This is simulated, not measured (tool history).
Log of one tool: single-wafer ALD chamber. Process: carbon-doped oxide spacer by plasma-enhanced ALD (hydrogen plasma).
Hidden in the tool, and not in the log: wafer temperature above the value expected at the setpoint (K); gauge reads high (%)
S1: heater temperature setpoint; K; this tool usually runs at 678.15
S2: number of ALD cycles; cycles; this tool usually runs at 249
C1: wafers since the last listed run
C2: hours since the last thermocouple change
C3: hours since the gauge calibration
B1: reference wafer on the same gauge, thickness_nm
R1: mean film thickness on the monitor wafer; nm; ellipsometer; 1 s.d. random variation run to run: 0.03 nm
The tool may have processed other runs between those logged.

Run 1, hour 0.0: usual settings but S2 230 cycles; C1 0; C2 1874.8; C3 547.3; B1 13.722. Result: R1 11.027 nm.
Run 2, hour 31.0: usual settings but S2 230 cycles; C1 37; C2 1905.8; C3 578.3; B1 13.702. Result: R1 11.055 nm.
Run 3, hour 46.0: usual settings but S2 230 cycles; C1 18; C2 1920.8; C3 593.3; B1 13.695. Result: R1 11.068 nm.
Run 4, hour 73.4: usual settings; C1 33; C2 1948.2; C3 620.7; B1 13.683. Result: R1 11.957 nm.
Run 5, hour 89.6: usual settings; C1 19; C2 1964.4; C3 636.9; B1 13.666. Result: R1 11.940 nm.
Run 6, hour 112.4: usual settings; C1 27; C2 1987.2; C3 659.7; B1 13.655. Result: R1 11.931 nm.
Run 7, hour 129.7: usual settings; C1 21; C2 2004.5; C3 677.0; B1 13.643. Result: R1 11.931 nm.
Run 8, hour 164.4: usual settings; C1 42; C2 2039.2; C3 711.7; B1 13.625. Result: R1 11.908 nm.
Run 9, hour 191.9: usual settings; C1 33; C2 2066.7; C3 739.2; B1 13.597. Result: R1 11.909 nm.
Run 10, hour 217.2: usual settings but S1 674.15 K; C1 30; C2 2092.0; C3 764.5; B1 13.583. Result: R1 11.943 nm.
Run 11, hour 242.7: usual settings but S1 685.15 K; C1 30; C2 2117.5; C3 790.0; B1 13.557. Result: R1 11.661 nm.
Run 12, hour 263.2: usual settings but S1 690.15 K; C1 24; C2 2138.0; C3 810.5; B1 13.540. Result: R1 11.447 nm.
Run 13, hour 297.8: usual settings but S1 690.15 K; C1 42; C2 2172.6; C3 845.1; B1 13.512. Result: R1 11.436 nm.
Run 14, hour 328.7: usual settings but S2 279 cycles; C1 37; C2 2203.5; C3 876.0; B1 13.487. Result: R1 13.247 nm.
At hour 337.7: gauge calibrated.
Run 15, hour 342.3: usual settings but S2 279 cycles; C1 16; C2 2217.1; C3 4.6; B1 13.909. Result: R1 13.604 nm.
Run 16, hour 356.4: usual settings but S2 279 cycles; C1 17; C2 2231.2; C3 18.7; B1 13.908. Result: R1 13.604 nm.
Run 17, hour 380.4: usual settings; C1 29; C2 2255.2; C3 42.7; B1 13.909. Result: R1 12.172 nm.
Run 18, hour 400.7: usual settings but S2 229 cycles; C1 24; C2 2275.5; C3 63.0; B1 13.910. Result: R1 11.195 nm.
At hour 416.5: thermocouple changed; heater temperature recalibrated.
Run 19, hour 428.8: usual settings but S1 674.15 K, S2 295 cycles; C1 24; C2 12.3; C3 91.1; B1 13.911. Result: R1 14.560 nm.
Run 20, hour 459.7: usual settings but S1 667.15 K, S2 212 cycles; C1 37; C2 43.2; C3 122.0; B1 13.899. Result: R1 10.496 nm.
Run 21, hour 493.4: usual settings; C1 40; C2 76.9; C3 155.7; B1 13.901. Result: R1 12.147 nm.
Run 22, hour 509.8: usual settings but S1 665.15 K, S2 278 cycles; C1 19; C2 93.3; C3 172.1; B1 13.896. Result: R1 13.809 nm.
Run 23, hour 542.0: usual settings but S1 664.15 K, S2 275 cycles; C1 39; C2 125.5; C3 204.3; B1 13.885. Result: R1 13.614 nm.
Run 24, hour 610.8: usual settings but S1 683.15 K, S2 271 cycles; C1 83; C2 194.3; C3 273.1; B1 13.878. Result: R1 13.005 nm.
Run 25, hour 623.9: usual settings but S1 682.15 K, S2 265 cycles; C1 15; C2 207.4; C3 286.2; B1 13.878. Result: R1 12.802 nm.
Run 26, hour 652.4: usual settings but S1 689.15 K, S2 210 cycles; C1 34; C2 235.9; C3 314.7; B1 13.858. Result: R1 9.951 nm.
Run 27, hour 670.2: usual settings; C1 21; C2 253.7; C3 332.5; B1 13.857. Result: R1 12.124 nm.
Run 28, hour 692.7: usual settings but S1 686.15 K, S2 216 cycles; C1 27; C2 276.2; C3 355.0; B1 13.851. Result: R1 10.242 nm.
Run 29, hour 707.3: usual settings; C1 17; C2 290.8; C3 369.6; B1 13.847. Result: R1 12.130 nm.
Run 30, hour 723.2: usual settings but S1 672.15 K, S2 284 cycles; C1 19; C2 306.7; C3 385.5; B1 13.834. Result: R1 13.995 nm.
Run 31, hour 757.6: usual settings; C1 41; C2 341.1; C3 419.9; B1 13.828. Result: R1 12.112 nm.
Run 32, hour 787.8: usual settings but S1 665.15 K, S2 233 cycles; C1 36; C2 371.3; C3 450.1; B1 13.803. Result: R1 11.469 nm.
Run 33, hour 823.6: usual settings but S1 672.15 K, S2 208 cycles; C1 43; C2 407.1; C3 485.9; B1 13.793. Result: R1 10.239 nm.
Run 34, hour 844.2: usual settings but S2 267 cycles; C1 25; C2 427.7; C3 506.5; B1 13.784. Result: R1 12.929 nm.
Run 35, hour 866.4: usual settings; C1 26; C2 449.9; C3 528.7; B1 13.773. Result: R1 11.953 nm.
Run 36, hour 880.0: usual settings but S1 674.15 K, S2 209 cycles; C1 16; C2 463.5; C3 542.3; B1 13.768. Result: R1 10.196 nm.

Here are 3 independent what-if runs from the current tool condition. What would each one return?
Run A, hour 880.8: usual settings; C1 0; C2 464.3; C3 543.1; B1 ?. Result: R1 ?.
Run B, hour 880.8: usual settings but S1 671.15 K, S2 231 cycles; C1 0; C2 464.3; C3 543.1; B1 ?. Result: R1 ?.
Run C, hour 880.8: usual settings but S2 220 cycles; C1 0; C2 464.3; C3 543.1; B1 ?. Result: R1 ?.

run      B1      R1
  A  13.760  12.041
  B  13.760  11.340
  C  13.760  10.638
Without the tool's hidden state the same runs would have given:
run      R1
  A  12.162
  B  11.454
  C  10.745

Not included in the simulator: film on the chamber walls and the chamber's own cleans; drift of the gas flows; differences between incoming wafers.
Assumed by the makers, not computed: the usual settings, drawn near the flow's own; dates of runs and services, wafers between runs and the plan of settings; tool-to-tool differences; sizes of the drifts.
